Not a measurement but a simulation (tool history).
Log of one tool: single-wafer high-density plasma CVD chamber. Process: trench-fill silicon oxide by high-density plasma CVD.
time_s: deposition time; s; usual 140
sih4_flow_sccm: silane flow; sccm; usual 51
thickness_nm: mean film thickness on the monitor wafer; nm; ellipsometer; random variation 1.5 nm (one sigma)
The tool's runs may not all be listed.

| run | hour | time_s | sih4_flow_sccm | wafers since the last listed run | hours since the silane flow controller was replaced | hours since the gauge calibration | read-back reference wafer on the same gauge, thickness_nm | thickness_nm |
|---|---|---|---|---|---|---|---|---|
| 1 | 0.0 | 120 | 51 | 0 | 2239.2 | 48.0 | 806.204 | 577.839 |
| 2 | 21.1 | 120 | 51 | 211 | 2260.3 | 69.1 | 805.688 | 578.264 |
| 3 | 55.3 | 120 | 51 | 342 | 2294.5 | 103.3 | 805.913 | 575.176 |
| 4 | 80.9 | 140 | 58 | 256 | 2320.1 | 128.9 | 806.302 | 762.648 |
| 5 | 95.7 | 140 | 51 | 148 | 2334.9 | 143.7 | 806.672 | 667.723 |
| 6 | 128.0 | 140 | 51 | 323 | 2367.2 | 176.0 | 806.208 | 665.472 |
|  | 139.4 | silane flow controller replaced |
| 7 | 140.2 | 140 | 51 | 42 | 0.8 | 188.2 | 805.302 | 724.426 |
| 8 | 164.5 | 140 | 51 | 243 | 25.1 | 212.5 | 805.369 | 724.999 |
| 9 | 199.7 | 140 | 51 | 352 | 60.3 | 247.7 | 805.954 | 727.480 |
|  | 200.0 | gauge calibrated |
| 10 | 215.9 | 127 | 60 | 162 | 76.5 | 15.9 | 805.008 | 773.399 |

The next listed run, before its measurement:
| 11 | 232.2 | 140 | 42 | 163 | 92.8 | 32.2 | ? | ? |

{"run 11": {"read-back reference wafer on the same gauge, thickness_nm": 805.757, "thickness_nm": 598.774}}
Without the tool's hidden state the same run would have given thickness_nm 597.562 nm.
